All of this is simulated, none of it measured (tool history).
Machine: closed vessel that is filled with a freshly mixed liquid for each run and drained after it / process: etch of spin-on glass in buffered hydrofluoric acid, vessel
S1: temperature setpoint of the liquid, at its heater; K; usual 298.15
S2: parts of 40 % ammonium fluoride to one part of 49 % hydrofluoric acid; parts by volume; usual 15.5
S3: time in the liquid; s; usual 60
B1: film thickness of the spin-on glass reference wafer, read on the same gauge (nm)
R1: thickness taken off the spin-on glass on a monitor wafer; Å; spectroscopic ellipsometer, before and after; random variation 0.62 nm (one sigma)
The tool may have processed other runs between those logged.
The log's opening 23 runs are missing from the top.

| run | hour | S1 | S2 | S3 | B1 | R1 |
|---|---|---|---|---|---|---|
| 24 | 1715.7 | 300.15 | 15.5 | 60 | 113.4 | 2129.8 |
| 25 | 1949.9 | 296.65 | 15.5 | 60 | 113.64 | 1764.5 |
| 26 | 1993.5 | 298.15 | 14 | 60 | 113.73 | 2126.7 |
| 27 | 2063.2 | 298.15 | 15.5 | 60 | 113.79 | 1929.2 |
| 28 | 2130.6 | 294.65 | 13 | 85 | 113.77 | 2672.3 |
| 29 | 2175.7 | 303.15 | 19 | 80 | 113.82 | 2738.8 |
| 30 | 2236.9 | 298.15 | 17.5 | 50 | 113.86 | 1425.7 |
| 31 | 2306.1 | 298.15 | 15.5 | 80 | 113.95 | 2561 |
| 32 | 2367 | 298.15 | 15.5 | 60 | 113.97 | 1932.7 |
| 33 | 2470.8 | 298.15 | 15.5 | 60 | 114 | 1918.6 |
| 34 | 2547.1 | 298.15 | 19.5 | 80 | 114.03 | 2050 |

3 ways to go on from here, each from the tool as it stands after run 34. What would each give?
| A | 2547.8 | 298.15 | 15.5 | 60 | ? | ? |
| B | 2547.8 | 298.15 | 15.5 | 50 | ? | ? |
| C | 2547.8 | 298.15 | 17.5 | 75 | ? | ? |

| run | B1 | R1 |
|---|---|---|
| A | 114.07 | 1921.1 |
| B | 114.07 | 1600.9 |
| C | 114.07 | 2131.1 |
With no hidden state in the tool, these same runs would have given:
| run | R1 |
|---|---|
| A | 1852.6 |
| B | 1543.9 |
| C | 2055.2 |
